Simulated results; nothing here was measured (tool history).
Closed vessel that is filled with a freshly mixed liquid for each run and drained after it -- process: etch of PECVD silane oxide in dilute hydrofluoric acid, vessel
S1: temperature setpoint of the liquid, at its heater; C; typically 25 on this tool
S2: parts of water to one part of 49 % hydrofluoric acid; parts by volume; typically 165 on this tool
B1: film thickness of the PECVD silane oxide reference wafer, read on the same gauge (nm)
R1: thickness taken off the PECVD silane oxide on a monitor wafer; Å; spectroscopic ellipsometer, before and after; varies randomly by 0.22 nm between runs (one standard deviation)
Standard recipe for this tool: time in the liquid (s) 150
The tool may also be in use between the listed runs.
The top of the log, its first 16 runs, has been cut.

{"run": 17, "hour": 879.7, "S1": 25, "S2": 165, "time in the liquid (s)": 150, "B1": 100.04, "R1": 413.3}
{"run": 18, "hour": 945.7, "S1": 21, "S2": 230, "time in the liquid (s)": 220, "B1": 100, "R1": 343.3}
{"hour": 970.9, "done": "hydrofluoric acid flow meter replaced"}
{"run": 19, "hour": 1016.3, "S1": 25, "S2": 140, "time in the liquid (s)": 185, "B1": 99.98, "R1": 589}
{"run": 20, "hour": 1076.3, "S1": 25, "S2": 120, "time in the liquid (s)": 150, "B1": 100, "R1": 575.2}
{"hour": 1135.2, "done": "thermometer replaced"}
{"run": 21, "hour": 1143.1, "S1": 25, "S2": 165, "time in the liquid (s)": 150, "B1": 100.01, "R1": 399.1}
{"run": 22, "hour": 1207.1, "S1": 25, "S2": 140, "time in the liquid (s)": 120, "B1": 100.01, "R1": 384}
{"run": 23, "hour": 1256.8, "S1": 22.5, "S2": 195, "time in the liquid (s)": 210, "B1": 100, "R1": 413.9}
{"run": 24, "hour": 1297.5, "S1": 25, "S2": 165, "time in the liquid (s)": 110, "B1": 100, "R1": 293.6}
{"run": 25, "hour": 1349.8, "S1": 25, "S2": 135, "time in the liquid (s)": 150, "B1": 100.03, "R1": 504.7}
{"run": 26, "hour": 1380.2, "S1": 25, "S2": 165, "time in the liquid (s)": 150, "B1": 100.04, "R1": 397.5}
{"run": 27, "hour": 1434.2, "S1": 28.5, "S2": 90, "time in the liquid (s)": 110, "B1": 99.99, "R1": 666.5}
{"run": 28, "hour": 1469.0, "S1": 25, "S2": 165, "time in the liquid (s)": 150, "B1": 100.01, "R1": 397.8}
{"run": 29, "hour": 1504.1, "S1": 21, "S2": 165, "time in the liquid (s)": 150, "B1": 99.99, "R1": 343.5}
{"run": 30, "hour": 1531.1, "S1": 26.5, "S2": 210, "time in the liquid (s)": 150, "B1": 99.97, "R1": 313.3}
{"run": 31, "hour": 1601.8, "S1": 25, "S2": 165, "time in the liquid (s)": 150, "B1": 100.03, "R1": 405}
{"run": 32, "hour": 1646.7, "S1": 30, "S2": 165, "time in the liquid (s)": 150, "B1": 99.97, "R1": 481.4}
{"run": 33, "hour": 1698.7, "S1": 22.5, "S2": 165, "time in the liquid (s)": 150, "B1": 100.02, "R1": 362.6}
{"run": 34, "hour": 1764.2, "S1": 23.5, "S2": 165, "time in the liquid (s)": 70, "B1": 99.96, "R1": 176.9}

3 options for the next run, each taken on its own from the tool as it stands now. Forecast them:
{"run": "A", "hour": 1764.9, "S1": 25, "S2": 165, "time in the liquid (s)": 150, "B1": "?", "R1": "?"}
{"run": "B", "hour": 1764.9, "S1": 28, "S2": 230, "time in the liquid (s)": 115, "B1": "?", "R1": "?"}
{"run": "C", "hour": 1764.9, "S1": 27.5, "S2": 145, "time in the liquid (s)": 75, "B1": "?", "R1": "?"}

run=A B1=100.01 R1=397.1
run=B B1=100.01 R1=226.2
run=C B1=100.01 R1=253.9
What these runs would have given with no unlogged condition in the tool:
run=A R1=390
run=B R1=221.9
run=C R1=249.4
